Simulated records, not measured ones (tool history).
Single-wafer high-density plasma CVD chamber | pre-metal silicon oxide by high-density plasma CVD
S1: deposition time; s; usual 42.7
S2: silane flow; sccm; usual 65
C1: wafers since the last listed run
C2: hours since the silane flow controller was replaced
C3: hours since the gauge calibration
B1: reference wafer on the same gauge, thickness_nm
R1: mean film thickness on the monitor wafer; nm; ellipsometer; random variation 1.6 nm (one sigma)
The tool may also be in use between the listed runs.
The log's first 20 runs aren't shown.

{"run": 21, "hour": 482.4, "S1": 37.2, "S2": 61, "C1": 213, "C2": 4075.7, "C3": 141.1, "B1": 256.603, "R1": 212.309}
{"run": 22, "hour": 505.4, "S1": 35.3, "S2": 73, "C1": 360, "C2": 4098.7, "C3": 164.1, "B1": 256.381, "R1": 238.377}
{"run": 23, "hour": 524.9, "S1": 47.1, "S2": 55, "C1": 305, "C2": 4118.2, "C3": 183.6, "B1": 256.186, "R1": 247.873}
{"hour": 545.5, "done": "silane flow controller replaced"}
{"run": 24, "hour": 553.7, "S1": 49.5, "S2": 65, "C1": 326, "C2": 8.2, "C3": 212.4, "B1": 256.123, "R1": 302.987}
{"run": 25, "hour": 601.6, "S1": 42.7, "S2": 65, "C1": 750, "C2": 56.1, "C3": 260.3, "B1": 255.759, "R1": 259.804}
{"run": 26, "hour": 628.0, "S1": 42.7, "S2": 65, "C1": 413, "C2": 82.5, "C3": 286.7, "B1": 256.318, "R1": 261.427}
{"run": 27, "hour": 658.0, "S1": 49.7, "S2": 70, "C1": 470, "C2": 112.5, "C3": 316.7, "B1": 255.664, "R1": 326.601}
{"run": 28, "hour": 740.8, "S1": 42.7, "S2": 65, "C1": 1298, "C2": 195.3, "C3": 399.5, "B1": 256.278, "R1": 260.711}
{"run": 29, "hour": 773.4, "S1": 50.1, "S2": 65, "C1": 511, "C2": 227.9, "C3": 432.1, "B1": 256.013, "R1": 309.929}
{"run": 30, "hour": 786.6, "S1": 42.7, "S2": 65, "C1": 206, "C2": 241.1, "C3": 445.3, "B1": 255.257, "R1": 263.281}
{"run": 31, "hour": 806.5, "S1": 37.5, "S2": 65, "C1": 312, "C2": 261, "C3": 465.2, "B1": 255.907, "R1": 229.46}
{"run": 32, "hour": 839.0, "S1": 42.7, "S2": 65, "C1": 509, "C2": 293.5, "C3": 497.7, "B1": 256.549, "R1": 261.266}
{"run": 33, "hour": 854.2, "S1": 42.7, "S2": 65, "C1": 238, "C2": 308.7, "C3": 512.9, "B1": 256.497, "R1": 259.609}
{"run": 34, "hour": 878.7, "S1": 38.2, "S2": 72, "C1": 384, "C2": 333.2, "C3": 537.4, "B1": 255.826, "R1": 260.212}
{"run": 35, "hour": 895.3, "S1": 40.4, "S2": 65, "C1": 260, "C2": 349.8, "C3": 554, "B1": 255.798, "R1": 245.01}
{"run": 36, "hour": 912.6, "S1": 51.2, "S2": 65, "C1": 271, "C2": 367.1, "C3": 571.3, "B1": 255.666, "R1": 311.859}
{"run": 37, "hour": 928.0, "S1": 40.4, "S2": 65, "C1": 241, "C2": 382.5, "C3": 586.7, "B1": 255.475, "R1": 249.59}
{"run": 38, "hour": 951.0, "S1": 50.8, "S2": 73, "C1": 360, "C2": 405.5, "C3": 609.7, "B1": 256.188, "R1": 347.055}
{"run": 39, "hour": 986.2, "S1": 46.7, "S2": 78, "C1": 551, "C2": 440.7, "C3": 644.9, "B1": 255.134, "R1": 341.456}
{"run": 40, "hour": 1005.9, "S1": 35, "S2": 60, "C1": 308, "C2": 460.4, "C3": 664.6, "B1": 256.502, "R1": 200.225}

3 ways to go on from here, each from the tool as it stands after run 40. What would each give?
{"run": "A", "hour": 1006.3, "S1": 42.7, "S2": 65, "C1": 6, "C2": 460.8, "C3": 665, "B1": "?", "R1": "?"}
{"run": "B", "hour": 1006.3, "S1": 49.4, "S2": 65, "C1": 6, "C2": 460.8, "C3": 665, "B1": "?", "R1": "?"}
{"run": "C", "hour": 1006.3, "S1": 47.1, "S2": 72, "C1": 6, "C2": 460.8, "C3": 665, "B1": "?", "R1": "?"}

run=A B1=255.63 R1=261.839
run=B B1=255.63 R1=302.924
run=C B1=255.63 R1=317.647
Without the tool's hidden state the same runs would have given:
run=A R1=261.839
run=B R1=302.924
run=C R1=317.647
